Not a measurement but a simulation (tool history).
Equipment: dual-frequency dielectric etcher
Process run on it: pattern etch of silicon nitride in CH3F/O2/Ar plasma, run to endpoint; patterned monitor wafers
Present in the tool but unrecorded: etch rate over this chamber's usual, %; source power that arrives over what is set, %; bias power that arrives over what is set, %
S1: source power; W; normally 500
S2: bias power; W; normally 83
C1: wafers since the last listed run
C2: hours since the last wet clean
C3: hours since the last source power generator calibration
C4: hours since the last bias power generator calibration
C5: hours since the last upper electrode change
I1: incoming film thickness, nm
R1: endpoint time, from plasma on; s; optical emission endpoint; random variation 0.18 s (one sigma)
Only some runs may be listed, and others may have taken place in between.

{"run": 1, "hour": 0.0, "S1": 500, "S2": 83, "C1": 0, "C2": 309.5, "C3": 4082.6, "C4": 4007.4, "C5": 1517.5, "I1": 47.58, "R1": 58.3}
{"run": 2, "hour": 92.3, "S1": 500, "S2": 83, "C1": 1211, "C2": 401.8, "C3": 4174.9, "C4": 4099.7, "C5": 1609.8, "I1": 47.6, "R1": 57.6}
{"hour": 195.1, "done": "wet clean of the chamber"}
{"run": 3, "hour": 195.6, "S1": 580, "S2": 83, "C1": 1040, "C2": 0.5, "C3": 4278.2, "C4": 4203, "C5": 1713.1, "I1": 47.33, "R1": 56.8}
{"run": 4, "hour": 285.2, "S1": 580, "S2": 83, "C1": 1176, "C2": 90.1, "C3": 4367.8, "C4": 4292.6, "C5": 1802.7, "I1": 46.93, "R1": 56}
{"run": 5, "hour": 378.2, "S1": 580, "S2": 83, "C1": 1220, "C2": 183.1, "C3": 4460.8, "C4": 4385.6, "C5": 1895.7, "I1": 47.53, "R1": 56.2}
{"hour": 451.5, "done": "bias power generator calibrated"}
{"run": 6, "hour": 472.2, "S1": 540, "S2": 83, "C1": 1181, "C2": 277.1, "C3": 4554.8, "C4": 20.7, "C5": 1989.7, "I1": 47.54, "R1": 56.9}
{"run": 7, "hour": 566.9, "S1": 420, "S2": 83, "C1": 1243, "C2": 371.8, "C3": 4649.5, "C4": 115.4, "C5": 2084.4, "I1": 48, "R1": 61.4}
{"hour": 614.1, "done": "wet clean of the chamber"}
{"run": 8, "hour": 614.6, "S1": 500, "S2": 83, "C1": 311, "C2": 0.5, "C3": 4697.2, "C4": 163.1, "C5": 2132.1, "I1": 47.34, "R1": 59.5}
{"run": 9, "hour": 712.7, "S1": 500, "S2": 83, "C1": 1287, "C2": 98.6, "C3": 4795.3, "C4": 261.2, "C5": 2230.2, "I1": 47.56, "R1": 59.3}
{"run": 10, "hour": 814.7, "S1": 500, "S2": 70, "C1": 1338, "C2": 200.6, "C3": 4897.3, "C4": 363.2, "C5": 2332.2, "I1": 47.2, "R1": 62.4}
{"hour": 835.4, "done": "source power generator calibrated"}
{"run": 11, "hour": 851.1, "S1": 500, "S2": 83, "C1": 425, "C2": 237, "C3": 15.7, "C4": 399.6, "C5": 2368.6, "I1": 47.55, "R1": 58.9}
{"run": 12, "hour": 938.7, "S1": 430, "S2": 72, "C1": 1149, "C2": 324.6, "C3": 103.3, "C4": 487.2, "C5": 2456.2, "I1": 46.76, "R1": 63.3}
{"run": 13, "hour": 1028.4, "S1": 500, "S2": 70, "C1": 1177, "C2": 414.3, "C3": 193, "C4": 576.9, "C5": 2545.9, "I1": 47.25, "R1": 61.6}
{"hour": 1081.7, "done": "wet clean of the chamber"}
{"hour": 1101.5, "done": "upper electrode replaced"}
{"run": 14, "hour": 1102.0, "S1": 570, "S2": 75, "C1": 391, "C2": 20.3, "C3": 266.6, "C4": 650.5, "C5": 0.5, "I1": 47.36, "R1": 59.7}
{"run": 15, "hour": 1157.6, "S1": 440, "S2": 93, "C1": 729, "C2": 75.9, "C3": 322.2, "C4": 706.1, "C5": 56.1, "I1": 47.25, "R1": 58.1}
{"run": 16, "hour": 1235.4, "S1": 570, "S2": 89, "C1": 1021, "C2": 153.7, "C3": 400, "C4": 783.9, "C5": 133.9, "I1": 47.56, "R1": 54.9}
{"run": 17, "hour": 1328.8, "S1": 570, "S2": 93, "C1": 1226, "C2": 247.1, "C3": 493.4, "C4": 877.3, "C5": 227.3, "I1": 47.22, "R1": 53.4}
{"run": 18, "hour": 1428.1, "S1": 570, "S2": 75, "C1": 1303, "C2": 346.4, "C3": 592.7, "C4": 976.6, "C5": 326.6, "I1": 47.28, "R1": 58}

Forecast each of these 3 alternatives for the next run:
{"run": "A", "hour": 1428.5, "S1": 500, "S2": 83, "C1": 5, "C2": 346.8, "C3": 593.1, "C4": 977, "C5": 327, "I1": 46.97, "R1": "?"}
{"run": "B", "hour": 1428.5, "S1": 560, "S2": 92, "C1": 5, "C2": 346.8, "C3": 593.1, "C4": 977, "C5": 327, "I1": 46.97, "R1": "?"}
{"run": "C", "hour": 1428.5, "S1": 500, "S2": 92, "C1": 5, "C2": 346.8, "C3": 593.1, "C4": 977, "C5": 327, "I1": 46.97, "R1": "?"}

run=A R1=57.1
run=B R1=52.9
run=C R1=54.7
Had the tool no hidden state, the same runs would have come out as:
run=A R1=58.8
run=B R1=54.4
run=C R1=56.3
